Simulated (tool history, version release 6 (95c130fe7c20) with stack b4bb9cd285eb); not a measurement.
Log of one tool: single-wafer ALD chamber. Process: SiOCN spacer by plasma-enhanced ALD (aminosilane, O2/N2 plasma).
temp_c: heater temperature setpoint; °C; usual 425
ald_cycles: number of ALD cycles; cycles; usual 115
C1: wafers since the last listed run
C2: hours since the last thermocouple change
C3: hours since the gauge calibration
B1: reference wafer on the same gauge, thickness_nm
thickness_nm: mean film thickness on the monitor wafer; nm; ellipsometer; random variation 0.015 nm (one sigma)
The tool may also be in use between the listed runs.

{"run": 1, "hour": 0.0, "temp_c": 418, "ald_cycles": 102, "C1": 0, "C2": 2043.7, "C3": 387.4, "B1": 6.982, "thickness_nm": 5.437}
{"run": 2, "hour": 121.8, "temp_c": 418, "ald_cycles": 102, "C1": 321, "C2": 2165.5, "C3": 509.2, "B1": 7.016, "thickness_nm": 5.485}
{"run": 3, "hour": 153.9, "temp_c": 429, "ald_cycles": 105, "C1": 84, "C2": 2197.6, "C3": 541.3, "B1": 7.028, "thickness_nm": 5.48}
{"run": 4, "hour": 195.9, "temp_c": 434, "ald_cycles": 115, "C1": 110, "C2": 2239.6, "C3": 583.3, "B1": 7.047, "thickness_nm": 5.929}
{"run": 5, "hour": 227.6, "temp_c": 434, "ald_cycles": 115, "C1": 83, "C2": 2271.3, "C3": 615.0, "B1": 7.053, "thickness_nm": 5.939}
{"run": 6, "hour": 266.3, "temp_c": 425, "ald_cycles": 115, "C1": 102, "C2": 2310.0, "C3": 653.7, "B1": 7.075, "thickness_nm": 6.109}
{"run": 7, "hour": 298.9, "temp_c": 425, "ald_cycles": 115, "C1": 85, "C2": 2342.6, "C3": 686.3, "B1": 7.09, "thickness_nm": 6.138}
{"run": 8, "hour": 332.8, "temp_c": 425, "ald_cycles": 115, "C1": 89, "C2": 2376.5, "C3": 720.2, "B1": 7.105, "thickness_nm": 6.157}
{"hour": 337.7, "done": "gauge calibrated"}
{"hour": 360.1, "done": "thermocouple changed; heater temperature recalibrated"}
{"run": 9, "hour": 399.8, "temp_c": 413, "ald_cycles": 105, "C1": 155, "C2": 39.7, "C3": 62.1, "B1": 6.945, "thickness_nm": 5.675}
{"run": 10, "hour": 425.5, "temp_c": 440, "ald_cycles": 135, "C1": 67, "C2": 65.4, "C3": 87.8, "B1": 6.938, "thickness_nm": 6.735}
{"run": 11, "hour": 466.8, "temp_c": 418, "ald_cycles": 132, "C1": 108, "C2": 106.7, "C3": 129.1, "B1": 6.946, "thickness_nm": 7.04}
{"run": 12, "hour": 507.8, "temp_c": 436, "ald_cycles": 101, "C1": 108, "C2": 147.7, "C3": 170.1, "B1": 6.947, "thickness_nm": 5.081}
{"run": 13, "hour": 578.5, "temp_c": 433, "ald_cycles": 99, "C1": 186, "C2": 218.4, "C3": 240.8, "B1": 6.96, "thickness_nm": 5.048}
{"run": 14, "hour": 635.1, "temp_c": 410, "ald_cycles": 93, "C1": 149, "C2": 275.0, "C3": 297.4, "B1": 6.966, "thickness_nm": 5.097}
{"run": 15, "hour": 681.7, "temp_c": 425, "ald_cycles": 115, "C1": 122, "C2": 321.6, "C3": 344.0, "B1": 6.973, "thickness_nm": 6.024}
{"run": 16, "hour": 730.7, "temp_c": 429, "ald_cycles": 115, "C1": 129, "C2": 370.6, "C3": 393.0, "B1": 6.995, "thickness_nm": 5.957}

3 ways to go on from here, each from the tool as it stands after run 16. What would each give?
{"run": "A", "hour": 731.3, "temp_c": 425, "ald_cycles": 115, "C1": 1, "C2": 371.2, "C3": 393.6, "B1": "?", "thickness_nm": "?"}
{"run": "B", "hour": 731.3, "temp_c": 415, "ald_cycles": 109, "C1": 1, "C2": 371.2, "C3": 393.6, "B1": "?", "thickness_nm": "?"}
{"run": "C", "hour": 731.3, "temp_c": 425, "ald_cycles": 138, "C1": 1, "C2": 371.2, "C3": 393.6, "B1": "?", "thickness_nm": "?"}

run=A B1=6.991 thickness_nm=6.061
run=B B1=6.991 thickness_nm=5.911
run=C B1=6.991 thickness_nm=7.273
Without the tool's hidden state the same runs would have given:
run=A thickness_nm=6.026
run=B thickness_nm=5.877
run=C thickness_nm=7.231

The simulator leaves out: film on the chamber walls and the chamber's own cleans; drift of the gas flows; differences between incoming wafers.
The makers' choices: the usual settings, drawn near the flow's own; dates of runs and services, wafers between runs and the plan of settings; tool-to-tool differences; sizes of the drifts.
